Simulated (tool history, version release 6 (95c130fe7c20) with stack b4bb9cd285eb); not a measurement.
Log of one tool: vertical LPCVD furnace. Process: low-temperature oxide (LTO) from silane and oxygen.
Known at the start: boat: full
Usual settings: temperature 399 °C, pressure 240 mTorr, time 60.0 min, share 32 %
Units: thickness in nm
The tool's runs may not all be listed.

run,hour,temperature,pressure,time,share,"read-back reference wafer on the same gauge, thickness",thickness
1,0.0,399,215,60.0,32,436.94,407.38
2,12.2,399,240,60.0,32,437.01,454.70
3,25.7,399,240,60.0,32,436.99,454.80
4,55.1,399,285,60.0,32,436.97,539.40
5,63.9,399,285,60.0,32,437.06,539.75
# hour 94.6: pressure gauge zeroed
6,95.1,399,240,60.0,32,437.03,453.67
7,99.7,399,240,60.0,32,437.02,455.00
8,104.3,399,240,60.0,35,437.02,514.85
# hour 137.0: gauge calibrated
# hour 138.5: silane flow controller replaced
# hour 155.1: thermocouples replaced and temperature profile calibrated
9,155.6,399,240,60.0,35,437.01,516.31
10,160.2,399,295,60.0,32,437.06,558.33
11,164.9,388,180,69.0,32,437.14,343.25
12,169.5,394,185,81.5,26,436.91,328.89
13,174.1,399,215,60.0,32,436.95,407.43
14,179.2,399,240,60.0,32,437.08,456.63
15,193.3,399,200,60.0,27,437.07,295.56
16,200.2,408,240,83.5,32,437.03,701.54
17,213.6,404,280,76.0,32,436.98,712.17
18,223.6,394,210,60.0,32,436.83,375.39
19,239.1,399,260,49.0,37,437.00,489.73

The tool's hidden state at each run:
true tube temperature minus thermocouple reading, K: 0 in every run
true pressure minus gauge reading, mTorr: 0 in every run
deviation of the silane flow from its setpoint, %: 0 in every run
gauge reads high (%): 0 in every run
